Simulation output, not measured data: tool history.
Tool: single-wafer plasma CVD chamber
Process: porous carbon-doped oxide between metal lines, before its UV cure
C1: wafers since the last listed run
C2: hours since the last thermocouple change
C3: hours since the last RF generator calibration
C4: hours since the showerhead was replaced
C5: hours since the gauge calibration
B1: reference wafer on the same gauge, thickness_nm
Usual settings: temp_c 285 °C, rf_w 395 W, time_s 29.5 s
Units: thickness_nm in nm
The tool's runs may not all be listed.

{"run": 1, "hour": 0.0, "temp_c": 285, "rf_w": 395, "time_s": 29.5, "C1": 0, "C2": 1635.1, "C3": 718.2, "C4": 2029.5, "C5": 243.9, "B1": 116.08, "thickness_nm": 131.33}
{"run": 2, "hour": 76.1, "temp_c": 285, "rf_w": 395, "time_s": 29.5, "C1": 1469, "C2": 1711.2, "C3": 794.3, "C4": 2105.6, "C5": 320, "B1": 115.838, "thickness_nm": 131.437}
{"run": 3, "hour": 143.0, "temp_c": 285, "rf_w": 435, "time_s": 27.7, "C1": 1291, "C2": 1778.1, "C3": 861.2, "C4": 2172.5, "C5": 386.9, "B1": 115.802, "thickness_nm": 132.201}
{"run": 4, "hour": 239.9, "temp_c": 285, "rf_w": 395, "time_s": 29.5, "C1": 1870, "C2": 1875, "C3": 958.1, "C4": 2269.4, "C5": 483.8, "B1": 115.961, "thickness_nm": 130.892}
{"run": 5, "hour": 343.3, "temp_c": 285, "rf_w": 395, "time_s": 29.5, "C1": 1996, "C2": 1978.4, "C3": 1061.5, "C4": 2372.8, "C5": 587.2, "B1": 115.902, "thickness_nm": 131.031}
{"run": 6, "hour": 415.0, "temp_c": 285, "rf_w": 395, "time_s": 29.5, "C1": 1384, "C2": 2050.1, "C3": 1133.2, "C4": 2444.5, "C5": 658.9, "B1": 115.96, "thickness_nm": 129.917}
{"hour": 467.9, "done": "gauge calibrated"}
{"run": 7, "hour": 521.8, "temp_c": 285, "rf_w": 395, "time_s": 31.4, "C1": 2061, "C2": 2156.9, "C3": 1240, "C4": 2551.3, "C5": 53.9, "B1": 116.099, "thickness_nm": 138.87}
{"run": 8, "hour": 654.8, "temp_c": 285, "rf_w": 395, "time_s": 31.4, "C1": 2567, "C2": 2289.9, "C3": 1373, "C4": 2684.3, "C5": 186.9, "B1": 116.097, "thickness_nm": 139.459}
{"hour": 709.8, "done": "thermocouple changed; heater temperature recalibrated"}
{"run": 9, "hour": 710.3, "temp_c": 300, "rf_w": 415, "time_s": 25.9, "C1": 916, "C2": 0.5, "C3": 1428.5, "C4": 2739.8, "C5": 242.4, "B1": 115.816, "thickness_nm": 112.469}
{"run": 10, "hour": 808.7, "temp_c": 272, "rf_w": 395, "time_s": 32.2, "C1": 1899, "C2": 98.9, "C3": 1526.9, "C4": 2838.2, "C5": 340.8, "B1": 115.904, "thickness_nm": 162.064}
{"run": 11, "hour": 859.5, "temp_c": 285, "rf_w": 395, "time_s": 29.5, "C1": 980, "C2": 149.7, "C3": 1577.7, "C4": 2889, "C5": 391.6, "B1": 116.085, "thickness_nm": 134.384}
{"hour": 927.1, "done": "RF generator calibrated"}
{"run": 12, "hour": 931.0, "temp_c": 285, "rf_w": 395, "time_s": 29.5, "C1": 1225, "C2": 221.2, "C3": 3.9, "C4": 2960.5, "C5": 463.1, "B1": 116.115, "thickness_nm": 142.013}
{"hour": 1010.1, "done": "showerhead replaced"}
{"run": 13, "hour": 1021.0, "temp_c": 285, "rf_w": 395, "time_s": 29.5, "C1": 1582, "C2": 311.2, "C3": 93.9, "C4": 10.9, "C5": 553.1, "B1": 115.998, "thickness_nm": 140.023}
{"run": 14, "hour": 1069.2, "temp_c": 298, "rf_w": 395, "time_s": 29.5, "C1": 930, "C2": 359.4, "C3": 142.1, "C4": 59.1, "C5": 601.3, "B1": 115.772, "thickness_nm": 126.989}
{"run": 15, "hour": 1135.1, "temp_c": 295, "rf_w": 430, "time_s": 29.5, "C1": 1272, "C2": 425.3, "C3": 208, "C4": 125, "C5": 667.2, "B1": 115.975, "thickness_nm": 136.94}
{"run": 16, "hour": 1202.8, "temp_c": 289, "rf_w": 395, "time_s": 29.5, "C1": 1306, "C2": 493, "C3": 275.7, "C4": 192.7, "C5": 734.9, "B1": 115.889, "thickness_nm": 132.155}
{"run": 17, "hour": 1280.0, "temp_c": 290, "rf_w": 395, "time_s": 29.5, "C1": 1490, "C2": 570.2, "C3": 352.9, "C4": 269.9, "C5": 812.1, "B1": 115.997, "thickness_nm": 131.508}

Forecast each of these 5 alternatives for the next run:
{"run": "A", "hour": 1280.4, "temp_c": 285, "rf_w": 395, "time_s": 29.5, "C1": 7, "C2": 570.6, "C3": 353.3, "C4": 270.3, "C5": 812.5, "B1": "?", "thickness_nm": "?"}
{"run": "B", "hour": 1280.4, "temp_c": 285, "rf_w": 345, "time_s": 29.5, "C1": 7, "C2": 570.6, "C3": 353.3, "C4": 270.3, "C5": 812.5, "B1": "?", "thickness_nm": "?"}
{"run": "C", "hour": 1280.4, "temp_c": 294, "rf_w": 340, "time_s": 29.5, "C1": 7, "C2": 570.6, "C3": 353.3, "C4": 270.3, "C5": 812.5, "B1": "?", "thickness_nm": "?"}
{"run": "D", "hour": 1280.4, "temp_c": 277, "rf_w": 395, "time_s": 29.5, "C1": 7, "C2": 570.6, "C3": 353.3, "C4": 270.3, "C5": 812.5, "B1": "?", "thickness_nm": "?"}
{"run": "E", "hour": 1280.4, "temp_c": 273, "rf_w": 420, "time_s": 27.9, "C1": 7, "C2": 570.6, "C3": 353.3, "C4": 270.3, "C5": 812.5, "B1": "?", "thickness_nm": "?"}

run=A B1=116.086 thickness_nm=136.296
run=B B1=116.086 thickness_nm=123.256
run=C B1=116.086 thickness_nm=114.769
run=D B1=116.086 thickness_nm=144.27
run=E B1=116.086 thickness_nm=147.175
Without the tool's hidden state the same runs would have given:
run=A thickness_nm=143.336
run=B thickness_nm=129.715
run=C thickness_nm=120.627
run=D thickness_nm=151.863
run=E thickness_nm=154.945
